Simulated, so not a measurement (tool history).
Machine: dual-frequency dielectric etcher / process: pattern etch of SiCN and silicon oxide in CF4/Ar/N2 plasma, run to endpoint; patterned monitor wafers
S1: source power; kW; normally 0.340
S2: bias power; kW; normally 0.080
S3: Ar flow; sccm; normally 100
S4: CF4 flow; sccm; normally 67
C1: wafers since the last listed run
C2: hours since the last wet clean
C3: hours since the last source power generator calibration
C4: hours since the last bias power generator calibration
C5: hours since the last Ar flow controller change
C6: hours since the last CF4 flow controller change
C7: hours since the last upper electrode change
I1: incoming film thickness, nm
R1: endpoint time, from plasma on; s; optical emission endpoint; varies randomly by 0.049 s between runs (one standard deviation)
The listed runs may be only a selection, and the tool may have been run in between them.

{"run": 1, "hour": 0.0, "S1": 0.34, "S2": 0.08, "S3": 100, "S4": 67, "C1": 0, "C2": 352.4, "C3": 3825.9, "C4": 4224.2, "C5": 2663.5, "C6": 2518.1, "C7": 4779.2, "I1": 11.67, "R1": 15.9}
{"run": 2, "hour": 7.7, "S1": 0.34, "S2": 0.08, "S3": 100, "S4": 67, "C1": 140, "C2": 360.1, "C3": 3833.6, "C4": 4231.9, "C5": 2671.2, "C6": 2525.8, "C7": 4786.9, "I1": 11.72, "R1": 16.0}
{"run": 3, "hour": 14.6, "S1": 0.34, "S2": 0.08, "S3": 100, "S4": 67, "C1": 125, "C2": 367.0, "C3": 3840.5, "C4": 4238.8, "C5": 2678.1, "C6": 2532.7, "C7": 4793.8, "I1": 11.58, "R1": 15.8}
{"hour": 20.5, "done": "source power generator calibrated"}
{"hour": 44.1, "done": "wet clean of the chamber"}
{"run": 4, "hour": 44.6, "S1": 0.34, "S2": 0.08, "S3": 100, "S4": 67, "C1": 43, "C2": 0.5, "C3": 24.1, "C4": 4268.8, "C5": 2708.1, "C6": 2562.7, "C7": 4823.8, "I1": 11.82, "R1": 16.6}
{"run": 5, "hour": 44.9, "S1": 0.34, "S2": 0.08, "S3": 100, "S4": 67, "C1": 5, "C2": 0.8, "C3": 24.4, "C4": 4269.1, "C5": 2708.4, "C6": 2563.0, "C7": 4824.1, "I1": 11.78, "R1": 16.5}
{"run": 6, "hour": 52.7, "S1": 0.28, "S2": 0.062, "S3": 90, "S4": 77, "C1": 141, "C2": 8.6, "C3": 32.2, "C4": 4276.9, "C5": 2716.2, "C6": 2570.8, "C7": 4831.9, "I1": 11.63, "R1": 18.7}
{"hour": 67.0, "done": "Ar flow controller replaced"}
{"run": 7, "hour": 67.5, "S1": 0.36, "S2": 0.08, "S3": 90, "S4": 67, "C1": 160, "C2": 23.4, "C3": 47.0, "C4": 4291.7, "C5": 0.5, "C6": 2585.6, "C7": 4846.7, "I1": 11.66, "R1": 15.5}
{"run": 8, "hour": 72.2, "S1": 0.26, "S2": 0.08, "S3": 91, "S4": 60, "C1": 85, "C2": 28.1, "C3": 51.7, "C4": 4296.4, "C5": 5.2, "C6": 2590.3, "C7": 4851.4, "I1": 11.61, "R1": 19.0}
{"hour": 81.9, "done": "CF4 flow controller replaced"}
{"hour": 104.4, "done": "upper electrode replaced"}
{"run": 9, "hour": 104.9, "S1": 0.34, "S2": 0.08, "S3": 100, "S4": 67, "C1": 77, "C2": 60.8, "C3": 84.4, "C4": 4329.1, "C5": 37.9, "C6": 23.0, "C7": 0.5, "I1": 11.54, "R1": 16.0}
{"run": 10, "hour": 105.2, "S1": 0.41, "S2": 0.063, "S3": 108, "S4": 76, "C1": 5, "C2": 61.1, "C3": 84.7, "C4": 4329.4, "C5": 38.2, "C6": 23.3, "C7": 0.8, "I1": 11.6, "R1": 15.4}
{"run": 11, "hour": 114.0, "S1": 0.38, "S2": 0.08, "S3": 100, "S4": 67, "C1": 160, "C2": 69.9, "C3": 93.5, "C4": 4338.2, "C5": 47.0, "C6": 32.1, "C7": 9.6, "I1": 11.8, "R1": 15.4}
{"run": 12, "hour": 136.5, "S1": 0.34, "S2": 0.08, "S3": 100, "S4": 67, "C1": 409, "C2": 92.4, "C3": 116.0, "C4": 4360.7, "C5": 69.5, "C6": 54.6, "C7": 32.1, "I1": 11.61, "R1": 16.1}
{"run": 13, "hour": 151.8, "S1": 0.34, "S2": 0.08, "S3": 100, "S4": 67, "C1": 278, "C2": 107.7, "C3": 131.3, "C4": 4376.0, "C5": 84.8, "C6": 69.9, "C7": 47.4, "I1": 11.7, "R1": 16.2}
{"run": 14, "hour": 165.4, "S1": 0.34, "S2": 0.088, "S3": 110, "S4": 67, "C1": 247, "C2": 121.3, "C3": 144.9, "C4": 4389.6, "C5": 98.4, "C6": 83.5, "C7": 61.0, "I1": 11.86, "R1": 16.2}
{"hour": 194.3, "done": "bias power generator calibrated"}
{"run": 15, "hour": 208.8, "S1": 0.34, "S2": 0.08, "S3": 100, "S4": 67, "C1": 716, "C2": 164.7, "C3": 188.3, "C4": 14.5, "C5": 141.8, "C6": 126.9, "C7": 104.4, "I1": 11.77, "R1": 16.3}
{"run": 16, "hour": 220.1, "S1": 0.34, "S2": 0.068, "S3": 79, "S4": 67, "C1": 205, "C2": 176.0, "C3": 199.6, "C4": 25.8, "C5": 153.1, "C6": 138.2, "C7": 115.7, "I1": 11.8, "R1": 16.5}
{"run": 17, "hour": 228.8, "S1": 0.4, "S2": 0.1, "S3": 83, "S4": 75, "C1": 158, "C2": 184.7, "C3": 208.3, "C4": 34.5, "C5": 161.8, "C6": 146.9, "C7": 124.4, "I1": 11.75, "R1": 12.9}
{"run": 18, "hour": 243.6, "S1": 0.34, "S2": 0.093, "S3": 100, "S4": 67, "C1": 269, "C2": 199.5, "C3": 223.1, "C4": 49.3, "C5": 176.6, "C6": 161.7, "C7": 139.2, "I1": 11.55, "R1": 15.1}
{"run": 19, "hour": 254.2, "S1": 0.34, "S2": 0.08, "S3": 100, "S4": 84, "C1": 192, "C2": 210.1, "C3": 233.7, "C4": 59.9, "C5": 187.2, "C6": 172.3, "C7": 149.8, "I1": 11.76, "R1": 15.5}
{"run": 20, "hour": 263.7, "S1": 0.34, "S2": 0.08, "S3": 100, "S4": 67, "C1": 172, "C2": 219.6, "C3": 243.2, "C4": 69.4, "C5": 196.7, "C6": 181.8, "C7": 159.3, "I1": 11.79, "R1": 16.3}
{"run": 21, "hour": 274.6, "S1": 0.31, "S2": 0.097, "S3": 90, "S4": 67, "C1": 198, "C2": 230.5, "C3": 254.1, "C4": 80.3, "C5": 207.6, "C6": 192.7, "C7": 170.2, "I1": 11.64, "R1": 15.6}
{"run": 22, "hour": 284.7, "S1": 0.34, "S2": 0.08, "S3": 100, "S4": 67, "C1": 183, "C2": 240.6, "C3": 264.2, "C4": 90.4, "C5": 217.7, "C6": 202.8, "C7": 180.3, "I1": 11.79, "R1": 16.2}
{"run": 23, "hour": 297.5, "S1": 0.34, "S2": 0.08, "S3": 100, "S4": 67, "C1": 232, "C2": 253.4, "C3": 277.0, "C4": 103.2, "C5": 230.5, "C6": 215.6, "C7": 193.1, "I1": 11.61, "R1": 16.0}
{"run": 24, "hour": 309.9, "S1": 0.41, "S2": 0.09, "S3": 100, "S4": 67, "C1": 225, "C2": 265.8, "C3": 289.4, "C4": 115.6, "C5": 242.9, "C6": 228.0, "C7": 205.5, "I1": 11.73, "R1": 13.7}
{"run": 25, "hour": 317.7, "S1": 0.34, "S2": 0.08, "S3": 118, "S4": 67, "C1": 141, "C2": 273.6, "C3": 297.2, "C4": 123.4, "C5": 250.7, "C6": 235.8, "C7": 213.3, "I1": 11.58, "R1": 16.4}

What if the next run were any one of these 3? Each begins from the tool's condition after run 25:
{"run": "A", "hour": 318.1, "S1": 0.31, "S2": 0.08, "S3": 100, "S4": 67, "C1": 7, "C2": 274.0, "C3": 297.6, "C4": 123.8, "C5": 251.1, "C6": 236.2, "C7": 213.7, "I1": 11.79, "R1": "?"}
{"run": "B", "hour": 318.1, "S1": 0.3, "S2": 0.068, "S3": 100, "S4": 67, "C1": 7, "C2": 274.0, "C3": 297.6, "C4": 123.8, "C5": 251.1, "C6": 236.2, "C7": 213.7, "I1": 11.79, "R1": "?"}
{"run": "C", "hour": 318.1, "S1": 0.26, "S2": 0.08, "S3": 78, "S4": 67, "C1": 7, "C2": 274.0, "C3": 297.6, "C4": 123.8, "C5": 251.1, "C6": 236.2, "C7": 213.7, "I1": 11.79, "R1": "?"}

run=A R1=17.2
run=B R1=18.4
run=C R1=18.1
Had the tool no hidden state, the same runs would have come out as:
run=A R1=17.5
run=B R1=18.8
run=C R1=18.4

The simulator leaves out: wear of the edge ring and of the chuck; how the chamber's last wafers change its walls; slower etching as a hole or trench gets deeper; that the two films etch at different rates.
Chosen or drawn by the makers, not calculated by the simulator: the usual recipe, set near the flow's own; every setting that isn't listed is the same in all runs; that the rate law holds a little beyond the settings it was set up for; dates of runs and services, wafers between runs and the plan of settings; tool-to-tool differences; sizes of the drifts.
